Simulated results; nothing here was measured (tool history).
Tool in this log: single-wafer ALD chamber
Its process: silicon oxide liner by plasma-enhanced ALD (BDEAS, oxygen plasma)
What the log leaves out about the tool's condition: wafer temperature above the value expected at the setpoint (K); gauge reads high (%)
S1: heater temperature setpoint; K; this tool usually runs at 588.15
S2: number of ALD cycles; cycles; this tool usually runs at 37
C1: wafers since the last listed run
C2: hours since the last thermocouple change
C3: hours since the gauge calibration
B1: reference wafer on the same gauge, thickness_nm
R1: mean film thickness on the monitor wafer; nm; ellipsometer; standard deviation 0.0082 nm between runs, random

Run 1, hour 0.0: usual settings but S1 592.15 K; C1 0; C2 2638.5; C3 205.9; B1 2.706. Result: R1 3.278 nm.
Run 2, hour 13.6: usual settings but S1 592.15 K; C1 143; C2 2652.1; C3 219.5; B1 2.711. Result: R1 3.294 nm.
Run 3, hour 26.5: usual settings but S1 592.15 K; C1 136; C2 2665.0; C3 232.4; B1 2.714. Result: R1 3.297 nm.
Run 4, hour 38.8: usual settings but S1 597.15 K, S2 41 cycles; C1 130; C2 2677.3; C3 244.7; B1 2.715. Result: R1 3.634 nm.
Run 5, hour 53.5: usual settings but S1 579.15 K; C1 155; C2 2692.0; C3 259.4; B1 2.721. Result: R1 3.354 nm.
Run 6, hour 62.6: usual settings but S1 579.15 K; C1 96; C2 2701.1; C3 268.5; B1 2.719. Result: R1 3.364 nm.
Run 7, hour 69.7: usual settings; C1 75; C2 2708.2; C3 275.6; B1 2.723. Result: R1 3.318 nm.
Run 8, hour 82.2: usual settings; C1 132; C2 2720.7; C3 288.1; B1 2.723. Result: R1 3.333 nm.
Run 9, hour 94.1: usual settings but S2 39 cycles; C1 125; C2 2732.6; C3 300.0; B1 2.728. Result: R1 3.522 nm.
At hour 95.9: gauge calibrated.
Run 10, hour 105.8: usual settings; C1 123; C2 2744.3; C3 9.9; B1 2.692. Result: R1 3.285 nm.
Run 11, hour 122.6: usual settings but S1 597.15 K; C1 177; C2 2761.1; C3 26.7; B1 2.687. Result: R1 3.254 nm.
Run 12, hour 134.4: usual settings but S1 597.15 K; C1 124; C2 2772.9; C3 38.5; B1 2.687. Result: R1 3.257 nm.
Run 13, hour 143.8: usual settings but S1 597.15 K; C1 99; C2 2782.3; C3 47.9; B1 2.689. Result: R1 3.256 nm.
Run 14, hour 154.6: usual settings; C1 114; C2 2793.1; C3 58.7; B1 2.691. Result: R1 3.294 nm.
Run 15, hour 164.0: usual settings but S1 598.15 K; C1 99; C2 2802.5; C3 68.1; B1 2.693. Result: R1 3.247 nm.
Run 16, hour 173.9: usual settings; C1 104; C2 2812.4; C3 78.0; B1 2.692. Result: R1 3.294 nm.
At hour 189.0: thermocouple changed; heater temperature recalibrated.
Run 17, hour 189.5: usual settings; C1 80; C2 0.5; C3 93.6; B1 2.693. Result: R1 3.284 nm.
Run 18, hour 208.4: usual settings; C1 199; C2 19.4; C3 112.5; B1 2.690. Result: R1 3.295 nm.
Run 19, hour 217.7: usual settings; C1 98; C2 28.7; C3 121.8; B1 2.695. Result: R1 3.284 nm.
Run 20, hour 231.5: usual settings but S2 42 cycles; C1 145; C2 42.5; C3 135.6; B1 2.699. Result: R1 3.760 nm.
Run 21, hour 242.8: usual settings but S2 34 cycles; C1 119; C2 53.8; C3 146.9; B1 2.696. Result: R1 3.024 nm.
Run 22, hour 256.9: usual settings but S1 574.15 K, S2 34 cycles; C1 149; C2 67.9; C3 161.0; B1 2.699. Result: R1 3.074 nm.
Run 23, hour 267.5: usual settings but S1 576.15 K, S2 43 cycles; C1 112; C2 78.5; C3 171.6; B1 2.697. Result: R1 3.904 nm.
Run 24, hour 275.7: usual settings but S1 574.15 K, S2 34 cycles; C1 86; C2 86.7; C3 179.8; B1 2.703. Result: R1 3.078 nm.
Run 25, hour 318.0: usual settings but S1 600.15 K, S2 42 cycles; C1 447; C2 129.0; C3 222.1; B1 2.707. Result: R1 3.700 nm.
Run 26, hour 327.4: usual settings but S1 594.15 K, S2 34 cycles; C1 99; C2 138.4; C3 231.5; B1 2.711. Result: R1 3.011 nm.
At hour 341.4: gauge calibrated.
Run 27, hour 341.5: usual settings but S1 599.15 K; C1 149; C2 152.5; C3 0.1; B1 2.686. Result: R1 3.245 nm.
Run 28, hour 358.5: usual settings but S2 30 cycles; C1 179; C2 169.5; C3 17.1; B1 2.689. Result: R1 2.664 nm.
Run 29, hour 371.9: usual settings; C1 141; C2 182.9; C3 30.5; B1 2.691. Result: R1 3.289 nm.
Run 30, hour 384.9: usual settings but S1 593.15 K, S2 40 cycles; C1 137; C2 195.9; C3 43.5; B1 2.689. Result: R1 3.538 nm.
Run 31, hour 410.7: usual settings; C1 272; C2 221.7; C3 69.3; B1 2.690. Result: R1 3.287 nm.
Run 32, hour 418.7: usual settings but S1 576.15 K, S2 43 cycles; C1 84; C2 229.7; C3 77.3; B1 2.691. Result: R1 3.880 nm.
Run 33, hour 431.1: usual settings but S1 594.15 K, S2 40 cycles; C1 131; C2 242.1; C3 89.7; B1 2.693. Result: R1 3.510 nm.
Run 34, hour 448.7: usual settings; C1 186; C2 259.7; C3 107.3; B1 2.694. Result: R1 3.295 nm.
Run 35, hour 460.3: usual settings but S1 577.15 K; C1 122; C2 271.3; C3 118.9; B1 2.697. Result: R1 3.349 nm.
Run 36, hour 474.3: usual settings; C1 148; C2 285.3; C3 132.9; B1 2.698. Result: R1 3.309 nm.
Run 37, hour 489.8: usual settings but S1 578.15 K, S2 42 cycles; C1 163; C2 300.8; C3 148.4; B1 2.700. Result: R1 3.790 nm.
Run 38, hour 504.3: usual settings; C1 153; C2 315.3; C3 162.9; B1 2.702. Result: R1 3.297 nm.
Run 39, hour 510.7: usual settings; C1 67; C2 321.7; C3 169.3; B1 2.701. Result: R1 3.296 nm.

What differs in the tool's unlogged condition from the final listed run ahead of each entry between runs to the first listed run following it?
From run 9 to run 10: gauge calibrated (hour 95.9)
  gauge reads high (%): 1.36 -> -0.0338
  measured minus no-state result, R1: +0.047 -> -0.001 nm
From run 16 to run 17: thermocouple changed; heater temperature recalibrated (hour 189.0)
  gauge reads high (%): 0.0526 -> 0.0912
  measured minus no-state result, R1: +0.001 -> +0.003 nm
From run 26 to run 27: gauge calibrated (hour 341.4)
  gauge reads high (%): 0.738 -> 0.00474
  measured minus no-state result, R1: +0.022 -> +0.000 nm
